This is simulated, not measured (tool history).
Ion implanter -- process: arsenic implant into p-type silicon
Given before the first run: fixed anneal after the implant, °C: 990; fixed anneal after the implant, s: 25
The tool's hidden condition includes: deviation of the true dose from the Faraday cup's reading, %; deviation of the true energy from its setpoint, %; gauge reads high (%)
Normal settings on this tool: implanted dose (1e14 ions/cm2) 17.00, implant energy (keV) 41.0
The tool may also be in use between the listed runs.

run	hour	implanted dose (1e14 ions/cm2)	implant energy (keV)	wafers since the last listed run	hours since the last dose calibration	hours since the extraction supply was calibrated	hours since the gauge calibration	read-back reference wafer on the same gauge, sheet resistance	sheet resistance of the implanted and annealed layer (ohm/square)
1	0.0	17.00	48.5	0	893.4	3722.0	834.0	76.99	86.93
2	55.3	17.00	48.5	682	948.7	3777.3	889.3	77.01	86.62
# hour 143.3: Faraday cup replaced and dose calibrated
3	150.0	17.00	48.5	1070	6.7	3872.0	984.0	76.99	88.19
4	205.3	17.00	41.0	682	62.0	3927.3	1039.3	77.01	93.06
5	294.3	17.00	41.0	1099	151.0	4016.3	1128.3	77.02	92.96
6	337.5	17.00	41.0	533	194.2	4059.5	1171.5	77.00	93.21
7	406.8	19.27	41.0	855	263.5	4128.8	1240.8	77.02	89.75
8	463.5	19.27	41.0	700	320.2	4185.5	1297.5	77.03	89.48
9	542.0	17.00	41.0	969	398.7	4264.0	1376.0	76.99	92.98
10	813.2	17.00	41.0	3349	669.9	4535.2	1647.2	77.00	92.75
# hour 814.7: gauge calibrated
# hour 833.7: extraction supply calibrated
11	893.0	17.00	41.0	886	749.7	59.3	78.3	77.01	91.29
12	945.0	17.00	41.0	642	801.7	111.3	130.3	76.99	91.33
13	1021.7	17.00	41.0	947	878.4	188.0	207.0	77.00	91.14
14	1156.2	17.00	41.0	1661	1012.9	322.5	341.5	76.98	91.05
15	1199.2	18.72	49.0	531	1055.9	365.5	384.5	76.97	82.59
16	1242.3	17.00	41.0	532	1099.0	408.6	427.6	76.97	91.11
17	1336.5	17.00	51.5	1163	1193.2	502.8	521.8	77.00	84.13
# hour 1401.7: Faraday cup replaced and dose calibrated
18	1409.4	14.94	46.5	801	7.7	575.7	594.7	77.01	93.38
19	1454.7	17.00	41.0	559	53.0	621.0	640.0	77.01	92.33
20	1516.7	20.27	41.0	765	115.0	683.0	702.0	77.02	87.47
21	1557.5	17.00	41.0	503	155.8	723.8	742.8	77.00	92.16
22	1620.5	12.15	36.0	778	218.8	786.8	805.8	76.98	110.37
23	1724.7	20.08	46.5	1286	323.0	891.0	910.0	77.01	83.01
24	1772.7	18.56	41.0	592	371.0	939.0	958.0	76.99	89.78

Estimate the outcome of run 25 from the log above:
25	1829.2	17.00	35.0	697	427.5	995.5	1014.5	?	?

{"run 25": {"read-back reference wafer on the same gauge, sheet resistance": 77.01, "sheet resistance of the implanted and annealed layer (ohm/square)": 97.69}}
Take away the tool's hidden state, keep the run-to-run variation as it was, and the same run would have given sheet resistance of the implanted and annealed layer (ohm/square) 97.57.
